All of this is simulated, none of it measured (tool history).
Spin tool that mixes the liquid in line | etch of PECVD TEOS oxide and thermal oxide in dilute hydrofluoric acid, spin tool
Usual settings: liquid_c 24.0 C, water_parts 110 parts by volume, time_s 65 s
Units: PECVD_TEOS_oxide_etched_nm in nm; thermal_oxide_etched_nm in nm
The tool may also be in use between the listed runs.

| run | hour | liquid_c | water_parts | time_s | read-back film thickness of the PECVD TEOS oxide reference wafer, read on the same gauge (nm) | read-back film thickness of the thermal oxide reference wafer, read on the same gauge (nm) | PECVD_TEOS_oxide_etched_nm | thermal_oxide_etched_nm |
|---|---|---|---|---|---|---|---|---|
| 1 | 0.0 | 24.0 | 125 | 65 | 120.00 | 29.993 | 11.13 | 2.135 |
| 2 | 12.1 | 24.0 | 110 | 65 | 120.00 | 30.009 | 12.39 | 2.446 |
| 3 | 28.5 | 24.0 | 110 | 65 | 120.02 | 29.993 | 12.68 | 2.415 |
| 4 | 56.0 | 24.0 | 110 | 65 | 119.99 | 29.997 | 12.62 | 2.448 |
| 5 | 78.1 | 24.0 | 110 | 65 | 119.99 | 29.985 | 12.65 | 2.424 |
| 6 | 103.3 | 24.0 | 110 | 65 | 120.00 | 30.000 | 12.44 | 2.447 |
| 7 | 117.6 | 24.0 | 110 | 65 | 120.01 | 29.974 | 12.70 | 2.406 |
|  | 138.8 | gauge calibrated |
| 8 | 152.7 | 24.0 | 110 | 65 | 119.98 | 29.987 | 12.64 | 2.398 |
| 9 | 173.8 | 24.0 | 110 | 65 | 120.01 | 30.009 | 12.47 | 2.469 |
| 10 | 204.9 | 28.5 | 155 | 50 | 120.01 | 30.008 | 7.70 | 1.480 |
| 11 | 228.2 | 24.0 | 155 | 65 | 120.00 | 30.001 | 8.60 | 1.626 |
| 12 | 241.1 | 24.0 | 75 | 65 | 120.00 | 29.988 | 19.32 | 3.749 |
|  | 291.2 | thermometer replaced |
|  | 295.6 | hydrofluoric acid flow meter replaced |
| 13 | 320.0 | 19.5 | 90 | 40 | 119.99 | 30.009 | 8.15 | 1.559 |
| 14 | 333.8 | 28.5 | 75 | 105 | 120.02 | 30.007 | 37.30 | 7.132 |
| 15 | 356.8 | 23.0 | 110 | 50 | 120.00 | 30.008 | 9.29 | 1.756 |
| 16 | 378.6 | 19.5 | 110 | 25 | 120.00 | 29.996 | 4.02 | 0.781 |
| 17 | 401.5 | 20.5 | 110 | 100 | 120.00 | 30.002 | 16.78 | 3.246 |
| 18 | 413.7 | 20.0 | 135 | 50 | 120.01 | 29.991 | 6.54 | 1.258 |
| 19 | 436.7 | 24.0 | 60 | 65 | 119.98 | 29.984 | 24.48 | 4.692 |
| 20 | 510.1 | 19.5 | 125 | 90 | 120.00 | 30.011 | 12.74 | 2.442 |
| 21 | 534.9 | 24.0 | 110 | 65 | 120.01 | 30.001 | 12.73 | 2.452 |
| 22 | 552.9 | 28.0 | 145 | 85 | 120.00 | 30.019 | 13.91 | 2.687 |
| 23 | 573.4 | 27.5 | 110 | 75 | 120.00 | 30.000 | 16.75 | 3.235 |
| 24 | 596.3 | 26.0 | 110 | 65 | 120.01 | 29.999 | 13.54 | 2.628 |
| 25 | 631.5 | 25.5 | 90 | 75 | 120.01 | 29.989 | 19.40 | 3.702 |
|  | 671.7 | gauge calibrated |
| 26 | 678.3 | 24.0 | 110 | 65 | 120.00 | 29.981 | 12.77 | 2.401 |

Forecast each of these 4 alternatives for the next run:
| A | 678.7 | 24.0 | 110 | 65 | ? | ? | ? | ? |
| B | 678.7 | 26.0 | 75 | 50 | ? | ? | ? | ? |
| C | 678.7 | 24.0 | 110 | 50 | ? | ? | ? | ? |
| D | 678.7 | 20.5 | 110 | 85 | ? | ? | ? | ? |

| run | read-back film thickness of the PECVD TEOS oxide reference wafer, read on the same gauge (nm) | read-back film thickness of the thermal oxide reference wafer, read on the same gauge (nm) | PECVD_TEOS_oxide_etched_nm | thermal_oxide_etched_nm |
|---|---|---|---|---|
| A | 120.01 | 29.994 | 12.89 | 2.406 |
| B | 120.01 | 29.994 | 16.46 | 3.072 |
| C | 120.01 | 29.994 | 9.92 | 1.851 |
| D | 120.01 | 29.994 | 14.66 | 2.736 |
Without the tool's hidden state the same runs would have given:
| run | PECVD_TEOS_oxide_etched_nm | thermal_oxide_etched_nm |
|---|---|---|
| A | 12.89 | 2.406 |
| B | 16.46 | 3.072 |
| C | 9.92 | 1.851 |
| D | 14.66 | 2.736 |
